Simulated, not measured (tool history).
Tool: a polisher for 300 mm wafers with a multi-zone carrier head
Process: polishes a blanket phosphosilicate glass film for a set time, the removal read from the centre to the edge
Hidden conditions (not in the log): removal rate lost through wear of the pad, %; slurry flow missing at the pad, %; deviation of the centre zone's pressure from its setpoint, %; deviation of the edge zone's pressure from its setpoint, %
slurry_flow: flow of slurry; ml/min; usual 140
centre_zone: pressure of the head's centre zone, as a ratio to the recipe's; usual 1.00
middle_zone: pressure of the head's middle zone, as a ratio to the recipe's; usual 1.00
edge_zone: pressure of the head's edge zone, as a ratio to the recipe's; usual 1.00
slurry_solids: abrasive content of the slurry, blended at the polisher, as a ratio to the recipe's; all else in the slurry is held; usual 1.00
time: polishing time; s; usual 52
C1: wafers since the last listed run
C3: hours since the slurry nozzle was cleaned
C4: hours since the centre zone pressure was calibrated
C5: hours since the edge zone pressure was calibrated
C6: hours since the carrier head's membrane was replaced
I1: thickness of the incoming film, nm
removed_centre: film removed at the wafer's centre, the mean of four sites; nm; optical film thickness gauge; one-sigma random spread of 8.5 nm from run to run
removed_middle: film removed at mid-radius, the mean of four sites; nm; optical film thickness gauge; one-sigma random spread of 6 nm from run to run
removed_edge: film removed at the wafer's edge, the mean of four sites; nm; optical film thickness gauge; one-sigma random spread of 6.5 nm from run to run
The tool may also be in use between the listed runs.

{"run": 1, "hour": 0.0, "slurry_flow": 140, "centre_zone": 1.08, "middle_zone": 1.0, "edge_zone": 1.0, "slurry_solids": 1.0, "time": 52, "C1": 0, "wafers polished on this pad": 2276, "C3": 213.6, "C4": 215.6, "C5": 573.7, "C6": 1341.8, "I1": 3583.1, "removed_centre": 641.6, "removed_middle": 571.4, "removed_edge": 560.9}
{"hour": 49.5, "done": "carrier head's membrane replaced by a new one"}
{"hour": 69.4, "done": "worn pad replaced by a new one"}
{"run": 2, "hour": 71.5, "slurry_flow": 140, "centre_zone": 1.0, "middle_zone": 1.0, "edge_zone": 1.0, "slurry_solids": 1.0, "time": 52, "C1": 486, "wafers polished on this pad": 16, "C3": 285.1, "C4": 287.1, "C5": 645.2, "C6": 22.0, "I1": 3560.4, "removed_centre": 621.4, "removed_middle": 588.1, "removed_edge": 562.6}
{"run": 3, "hour": 105.3, "slurry_flow": 140, "centre_zone": 1.0, "middle_zone": 1.0, "edge_zone": 1.0, "slurry_solids": 1.0, "time": 52, "C1": 263, "wafers polished on this pad": 279, "C3": 318.9, "C4": 320.9, "C5": 679.0, "C6": 55.8, "I1": 3519.9, "removed_centre": 624.5, "removed_middle": 575.2, "removed_edge": 553.8}
{"hour": 130.6, "done": "centre zone pressure recalibrated"}
{"run": 4, "hour": 157.9, "slurry_flow": 140, "centre_zone": 1.0, "middle_zone": 1.0, "edge_zone": 1.0, "slurry_solids": 1.0, "time": 52, "C1": 393, "wafers polished on this pad": 673, "C3": 371.5, "C4": 27.3, "C5": 731.6, "C6": 108.4, "I1": 3549.6, "removed_centre": 570.8, "removed_middle": 575.7, "removed_edge": 563.0}
{"run": 5, "hour": 182.9, "slurry_flow": 140, "centre_zone": 1.0, "middle_zone": 1.0, "edge_zone": 1.0, "slurry_solids": 0.8, "time": 52, "C1": 194, "wafers polished on this pad": 868, "C3": 396.5, "C4": 52.3, "C5": 756.6, "C6": 133.4, "I1": 3558.8, "removed_centre": 536.3, "removed_middle": 540.5, "removed_edge": 517.3}
{"run": 6, "hour": 213.9, "slurry_flow": 140, "centre_zone": 1.0, "middle_zone": 1.0, "edge_zone": 1.0, "slurry_solids": 1.0, "time": 52, "C1": 241, "wafers polished on this pad": 1109, "C3": 427.5, "C4": 83.3, "C5": 787.6, "C6": 164.4, "I1": 3562.9, "removed_centre": 576.0, "removed_middle": 574.1, "removed_edge": 559.4}
{"hour": 257.1, "done": "slurry nozzle cleaned"}
{"run": 7, "hour": 264.2, "slurry_flow": 140, "centre_zone": 1.0, "middle_zone": 1.0, "edge_zone": 1.0, "slurry_solids": 1.0, "time": 52, "C1": 383, "wafers polished on this pad": 1493, "C3": 7.1, "C4": 133.6, "C5": 837.9, "C6": 214.7, "I1": 3591.1, "removed_centre": 583.9, "removed_middle": 581.7, "removed_edge": 564.6}
{"run": 8, "hour": 303.5, "slurry_flow": 140, "centre_zone": 1.08, "middle_zone": 1.0, "edge_zone": 1.0, "slurry_solids": 1.0, "time": 41, "C1": 305, "wafers polished on this pad": 1799, "C3": 46.4, "C4": 172.9, "C5": 877.2, "C6": 254.0, "I1": 3569.3, "removed_centre": 521.6, "removed_middle": 457.2, "removed_edge": 435.7}
{"run": 9, "hour": 332.6, "slurry_flow": 175, "centre_zone": 0.89, "middle_zone": 1.12, "edge_zone": 1.1, "slurry_solids": 1.0, "time": 52, "C1": 226, "wafers polished on this pad": 2025, "C3": 75.5, "C4": 202.0, "C5": 906.3, "C6": 283.1, "I1": 3633.5, "removed_centre": 545.7, "removed_middle": 675.7, "removed_edge": 591.0}
{"run": 10, "hour": 361.9, "slurry_flow": 140, "centre_zone": 1.0, "middle_zone": 1.0, "edge_zone": 1.0, "slurry_solids": 1.0, "time": 36, "C1": 228, "wafers polished on this pad": 2254, "C3": 104.8, "C4": 231.3, "C5": 935.6, "C6": 312.4, "I1": 3573.7, "removed_centre": 416.1, "removed_middle": 404.8, "removed_edge": 383.0}
{"hour": 379.6, "done": "worn pad replaced by a new one"}
{"run": 11, "hour": 424.2, "slurry_flow": 95, "centre_zone": 1.0, "middle_zone": 1.11, "edge_zone": 1.0, "slurry_solids": 0.7, "time": 57, "C1": 453, "wafers polished on this pad": 347, "C3": 167.1, "C4": 293.6, "C5": 997.9, "C6": 374.7, "I1": 3576.7, "removed_centre": 529.0, "removed_middle": 566.6, "removed_edge": 506.1}
{"hour": 438.2, "done": "edge zone pressure recalibrated"}
{"run": 12, "hour": 462.4, "slurry_flow": 140, "centre_zone": 1.0, "middle_zone": 1.0, "edge_zone": 1.0, "slurry_solids": 1.0, "time": 52, "C1": 281, "wafers polished on this pad": 628, "C3": 205.3, "C4": 331.8, "C5": 24.2, "C6": 412.9, "I1": 3572.3, "removed_centre": 601.5, "removed_middle": 583.2, "removed_edge": 556.8}
{"hour": 485.5, "done": "centre zone pressure recalibrated"}
{"run": 13, "hour": 522.1, "slurry_flow": 140, "centre_zone": 1.0, "middle_zone": 1.09, "edge_zone": 1.0, "slurry_solids": 1.2, "time": 52, "C1": 449, "wafers polished on this pad": 1078, "C3": 265.0, "C4": 36.6, "C5": 83.9, "C6": 472.6, "I1": 3533.3, "removed_centre": 624.7, "removed_middle": 660.0, "removed_edge": 595.7}
{"run": 14, "hour": 580.4, "slurry_flow": 140, "centre_zone": 1.0, "middle_zone": 1.0, "edge_zone": 1.0, "slurry_solids": 1.0, "time": 52, "C1": 453, "wafers polished on this pad": 1531, "C3": 323.3, "C4": 94.9, "C5": 142.2, "C6": 530.9, "I1": 3618.9, "removed_centre": 593.8, "removed_middle": 586.6, "removed_edge": 553.2}
{"hour": 720.9, "done": "worn pad replaced by a new one"}
{"run": 15, "hour": 754.9, "slurry_flow": 155, "centre_zone": 1.0, "middle_zone": 1.06, "edge_zone": 1.0, "slurry_solids": 1.0, "time": 52, "C1": 1327, "wafers polished on this pad": 264, "C3": 497.8, "C4": 269.4, "C5": 316.7, "C6": 705.4, "I1": 3551.7, "removed_centre": 620.7, "removed_middle": 626.5, "removed_edge": 565.2}
{"hour": 798.9, "done": "slurry nozzle cleaned"}
{"run": 16, "hour": 813.6, "slurry_flow": 140, "centre_zone": 1.0, "middle_zone": 1.0, "edge_zone": 1.0, "slurry_solids": 1.0, "time": 52, "C1": 449, "wafers polished on this pad": 713, "C3": 14.7, "C4": 328.1, "C5": 375.4, "C6": 764.1, "I1": 3558.6, "removed_centre": 598.0, "removed_middle": 583.0, "removed_edge": 569.0}
{"hour": 828.3, "done": "centre zone pressure recalibrated"}
{"run": 17, "hour": 884.1, "slurry_flow": 140, "centre_zone": 1.0, "middle_zone": 1.0, "edge_zone": 1.0, "slurry_solids": 1.2, "time": 52, "C1": 533, "wafers polished on this pad": 1247, "C3": 85.2, "C4": 55.8, "C5": 445.9, "C6": 834.6, "I1": 3606.2, "removed_centre": 618.5, "removed_middle": 617.4, "removed_edge": 597.5}
{"run": 18, "hour": 941.5, "slurry_flow": 140, "centre_zone": 1.0, "middle_zone": 0.91, "edge_zone": 0.96, "slurry_solids": 1.0, "time": 38, "C1": 446, "wafers polished on this pad": 1694, "C3": 142.6, "C4": 113.2, "C5": 503.3, "C6": 892.0, "I1": 3585.0, "removed_centre": 424.3, "removed_middle": 393.7, "removed_edge": 402.9}
{"run": 19, "hour": 966.6, "slurry_flow": 140, "centre_zone": 1.0, "middle_zone": 1.0, "edge_zone": 1.0, "slurry_solids": 1.15, "time": 58, "C1": 195, "wafers polished on this pad": 1889, "C3": 167.7, "C4": 138.3, "C5": 528.4, "C6": 917.1, "I1": 3586.2, "removed_centre": 665.9, "removed_middle": 678.3, "removed_edge": 661.8}
{"run": 20, "hour": 995.9, "slurry_flow": 140, "centre_zone": 1.0, "middle_zone": 1.0, "edge_zone": 1.0, "slurry_solids": 1.0, "time": 59, "C1": 228, "wafers polished on this pad": 2117, "C3": 197.0, "C4": 167.6, "C5": 557.7, "C6": 946.4, "I1": 3570.7, "removed_centre": 675.6, "removed_middle": 660.3, "removed_edge": 630.8}
{"hour": 1055.8, "done": "worn pad replaced by a new one"}
{"run": 21, "hour": 1060.2, "slurry_flow": 140, "centre_zone": 1.0, "middle_zone": 1.04, "edge_zone": 1.0, "slurry_solids": 1.0, "time": 52, "C1": 469, "wafers polished on this pad": 33, "C3": 261.3, "C4": 231.9, "C5": 622.0, "C6": 1010.7, "I1": 3548.9, "removed_centre": 593.8, "removed_middle": 609.4, "removed_edge": 550.5}
{"run": 22, "hour": 1089.9, "slurry_flow": 140, "centre_zone": 1.0, "middle_zone": 1.0, "edge_zone": 1.07, "slurry_solids": 0.8, "time": 52, "C1": 231, "wafers polished on this pad": 265, "C3": 291.0, "C4": 261.6, "C5": 651.7, "C6": 1040.4, "I1": 3599.8, "removed_centre": 551.0, "removed_middle": 542.1, "removed_edge": 522.6}

Here are 3 independent what-if runs from the current tool condition. What would each one return?
{"run": "A", "hour": 1090.3, "slurry_flow": 140, "centre_zone": 1.0, "middle_zone": 1.0, "edge_zone": 1.05, "slurry_solids": 1.0, "time": 52, "C1": 3, "wafers polished on this pad": 268, "C3": 291.4, "C4": 262.0, "C5": 652.1, "C6": 1040.8, "I1": 3626.0, "removed_centre": "?", "removed_middle": "?", "removed_edge": "?"}
{"run": "B", "hour": 1090.3, "slurry_flow": 115, "centre_zone": 1.1, "middle_zone": 1.0, "edge_zone": 1.0, "slurry_solids": 1.0, "time": 65, "C1": 3, "wafers polished on this pad": 268, "C3": 291.4, "C4": 262.0, "C5": 652.1, "C6": 1040.8, "I1": 3626.0, "removed_centre": "?", "removed_middle": "?", "removed_edge": "?"}
{"run": "C", "hour": 1090.3, "slurry_flow": 175, "centre_zone": 1.0, "middle_zone": 1.08, "edge_zone": 1.0, "slurry_solids": 1.0, "time": 68, "C1": 3, "wafers polished on this pad": 268, "C3": 291.4, "C4": 262.0, "C5": 652.1, "C6": 1040.8, "I1": 3626.0, "removed_centre": "?", "removed_middle": "?", "removed_edge": "?"}

run=A removed_centre=589.2 removed_middle=568.3 removed_edge=573.4
run=B removed_centre=773.6 removed_middle=681.9 removed_edge=683.6
run=C removed_centre=805.2 removed_middle=824.7 removed_edge=755.8
With the hidden condition removed and each run's random variation left untouched, the same runs would have given:
run=A removed_centre=561.9 removed_middle=568.5 removed_edge=573.4
run=B removed_centre=738.0 removed_middle=682.1 removed_edge=683.6
run=C removed_centre=767.8 removed_middle=824.9 removed_edge=755.8

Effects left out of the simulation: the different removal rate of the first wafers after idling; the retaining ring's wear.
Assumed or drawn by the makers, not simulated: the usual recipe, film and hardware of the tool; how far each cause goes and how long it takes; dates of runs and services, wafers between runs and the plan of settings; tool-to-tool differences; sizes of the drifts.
